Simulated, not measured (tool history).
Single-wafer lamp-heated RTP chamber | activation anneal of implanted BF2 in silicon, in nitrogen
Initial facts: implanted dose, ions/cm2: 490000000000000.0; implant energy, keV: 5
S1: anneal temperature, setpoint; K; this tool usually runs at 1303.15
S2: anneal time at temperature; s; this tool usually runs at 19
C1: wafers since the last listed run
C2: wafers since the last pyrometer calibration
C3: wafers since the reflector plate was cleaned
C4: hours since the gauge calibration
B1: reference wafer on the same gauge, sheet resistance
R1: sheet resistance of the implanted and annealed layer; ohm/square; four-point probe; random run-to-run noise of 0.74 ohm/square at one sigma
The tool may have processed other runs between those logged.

Run 1, day 0: usual settings but S2 22 s; C1 0; C2 4509; C3 9695; C4 461.6; B1 327.82. Result: R1 313.26 ohm/square.
Run 2, day 2.417: usual settings but S1 1289.15 K, S2 13 s; C1 656; C2 5165; C3 10351; C4 519.6; B1 327.77. Result: R1 356.89 ohm/square.
Run 3, day 4.946: usual settings but S1 1289.15 K, S2 13 s; C1 686; C2 5852; C3 11038; C4 580.3; B1 328.25. Result: R1 355.71 ohm/square.
At day 6.925: pyrometer window cleaned and pyrometer calibrated.
Run 4, day 7.533: usual settings but S1 1289.15 K, S2 13 s; C1 611; C2 165; C3 11650; C4 642.4; B1 328.16. Result: R1 364.81 ohm/square.
Run 5, day 9.479: usual settings but S2 25 s; C1 528; C2 693; C3 12178; C4 689.1; B1 328.1. Result: R1 313.25 ohm/square.
At day 10.096: gauge calibrated.
Run 6, day 11.475: usual settings but S2 25 s; C1 541; C2 1235; C3 12720; C4 33.1; B1 327.96. Result: R1 312.91 ohm/square.
Run 7, day 16.221: usual settings but S2 25 s; C1 1288; C2 2523; C3 14009; C4 147; B1 327.81. Result: R1 310.07 ohm/square.
Run 8, day 17.396: usual settings but S1 1281.15 K; C1 318; C2 2842; C3 14328; C4 175.2; B1 328.09. Result: R1 355.65 ohm/square.
Run 9, day 20.096: usual settings but S1 1281.15 K; C1 732; C2 3575; C3 15061; C4 240; B1 327.84. Result: R1 353.07 ohm/square.
At day 20.596: reflector plate cleaned.
Run 10, day 22.242: usual settings but S2 15 s; C1 492; C2 4067; C3 446; C4 291.5; B1 328.04. Result: R1 332.69 ohm/square.
Run 11, day 23.808: usual settings but S2 15 s; C1 425; C2 4493; C3 871; C4 329.1; B1 327.81. Result: R1 332.45 ohm/square.
Run 12, day 25.954: usual settings; C1 582; C2 5075; C3 1454; C4 380.6; B1 327.82. Result: R1 321.56 ohm/square.
Run 13, day 28.879: usual settings but S2 8 s; C1 794; C2 5869; C3 2248; C4 450.8; B1 328.11. Result: R1 363.45 ohm/square.
At day 29.642: pyrometer window cleaned and pyrometer calibrated.
Run 14, day 31.779: usual settings but S1 1325.15 K, S2 24 s; C1 696; C2 580; C3 2945; C4 520.4; B1 327.6. Result: R1 278.18 ohm/square.
Run 15, day 34.042: usual settings but S1 1285.15 K, S2 26 s; C1 614; C2 1194; C3 3559; C4 574.7; B1 327.76. Result: R1 338.98 ohm/square.
Run 16, day 41.542: usual settings but S1 1274.15 K, S2 24 s; C1 2036; C2 3230; C3 5595; C4 754.7; B1 328.43. Result: R1 354.91 ohm/square.
At day 42.683: gauge calibrated.
Run 17, day 43.862: usual settings; C1 630; C2 3860; C3 6225; C4 28.3; B1 327.73. Result: R1 322.46 ohm/square.
Run 18, day 46.646: usual settings; C1 755; C2 4616; C3 6981; C4 95.1; B1 328.02. Result: R1 321.09 ohm/square.
At day 48.488: pyrometer window cleaned and pyrometer calibrated.
Run 19, day 49.529: usual settings but S1 1314.15 K, S2 14 s; C1 692; C2 283; C3 7673; C4 164.3; B1 327.9. Result: R1 326.09 ohm/square.
Run 20, day 51.571: usual settings but S2 11 s; C1 554; C2 837; C3 8227; C4 213.3; B1 327.94. Result: R1 352.97 ohm/square.
Run 21, day 52.988: usual settings but S1 1316.15 K, S2 10 s; C1 384; C2 1222; C3 8612; C4 247.3; B1 328.46. Result: R1 338.87 ohm/square.
Run 22, day 54.504: usual settings; C1 411; C2 1633; C3 9023; C4 283.7; B1 328.14. Result: R1 323.94 ohm/square.

List, for all runs, the conditions of the tool that the log does not record:
wafer temperature error from the tarnished reflector plate, K: 0, the same for each run
gauge reads high (%): 0, the same for each run
H1: true wafer temperature minus pyrometer reading, K
run     H1
  1   5.53
  2   5.68
  3   5.79
  4  0.637
  5   1.71
  6   2.56
  7   3.84
  8   4.05
  9   4.43
 10   4.64
 11   4.76
 12   4.89
 13   5.01
 14   1.33
 15   2.32
 16   4.09
 17   4.36
 18   4.59
 19  0.785
 20   1.84
 21   2.42
 22   2.93
